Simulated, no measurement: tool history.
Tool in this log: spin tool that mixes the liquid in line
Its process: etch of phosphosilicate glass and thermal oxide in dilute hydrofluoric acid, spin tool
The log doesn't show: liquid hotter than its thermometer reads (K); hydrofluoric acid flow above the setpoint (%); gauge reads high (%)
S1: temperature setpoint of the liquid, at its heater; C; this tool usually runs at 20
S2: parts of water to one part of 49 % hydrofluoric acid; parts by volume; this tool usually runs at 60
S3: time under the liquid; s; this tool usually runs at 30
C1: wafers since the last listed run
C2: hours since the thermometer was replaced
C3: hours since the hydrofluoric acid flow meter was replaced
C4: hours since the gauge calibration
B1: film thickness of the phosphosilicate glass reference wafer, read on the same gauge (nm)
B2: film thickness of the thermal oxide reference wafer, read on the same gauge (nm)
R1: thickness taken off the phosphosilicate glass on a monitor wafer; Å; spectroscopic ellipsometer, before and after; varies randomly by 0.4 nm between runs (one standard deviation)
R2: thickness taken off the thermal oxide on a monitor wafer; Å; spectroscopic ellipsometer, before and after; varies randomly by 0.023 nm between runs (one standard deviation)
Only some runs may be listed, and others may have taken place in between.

run,hour,S1,S2,S3,C1,C2,C3,C4,B1,B2,R1,R2
1,0,19,60,30,0,346.7,180.4,85.3,40,110.013,661.2,21.87
2,18.8,20,60,30,272,365.5,199.2,104.1,40.03,109.988,691.8,23.02
3,37.1,20,60,30,265,383.8,217.5,122.4,40,110.016,687.3,22.41
4,61.5,20,85,20,353,408.2,241.9,146.8,39.99,110.02,313.7,10.46
5,82.8,20,85,20,308,429.5,263.2,168.1,40.03,109.986,317.7,10.59
6,95.4,20,70,40,182,442.1,275.8,180.7,40,109.993,782.6,26.22
7,112.2,17,60,45,243,458.9,292.6,197.5,39.99,109.996,919.5,30.46
8,134.7,20,85,30,325,481.4,315.1,220,40,109.981,478.2,16.06
9,167.8,20,40,30,479,514.5,348.2,253.1,40.01,110.028,1088.1,36.09
10,203.4,22.5,70,30,515,550.1,383.8,288.7,40.03,110.017,661.6,22.29
# hour 206.7: thermometer replaced
11,218.5,17,75,15,204,11.8,398.9,303.8,40.01,109.995,226.5,7.56
# hour 228.4: hydrofluoric acid flow meter replaced
12,248.7,20,60,30,423,42,20.3,334,39.98,110.012,657.7,21.88
13,266.6,24.5,60,45,259,59.9,38.2,351.9,40,109.981,1178.9,40.16
14,295.8,20,75,30,423,89.1,67.4,381.1,40.01,110.001,530.3,17.08
15,311.3,17,40,50,224,104.6,82.9,396.6,40.01,110.029,1497.8,49.71
16,336.4,18.5,50,15,363,129.7,108,421.7,40.02,110.018,385,12.64

Run 17, settings as shown, results not yet in. Your forecast:
17,359.7,22.5,70,30,337,153,131.3,445,?,?,?,?

B1: 39.99
B2: 110.024
R1: 631.3 Å
R2: 20.68 Å
With no hidden state in the tool, this same run would have given R1 618.2 Å, R2 20.25 Å.

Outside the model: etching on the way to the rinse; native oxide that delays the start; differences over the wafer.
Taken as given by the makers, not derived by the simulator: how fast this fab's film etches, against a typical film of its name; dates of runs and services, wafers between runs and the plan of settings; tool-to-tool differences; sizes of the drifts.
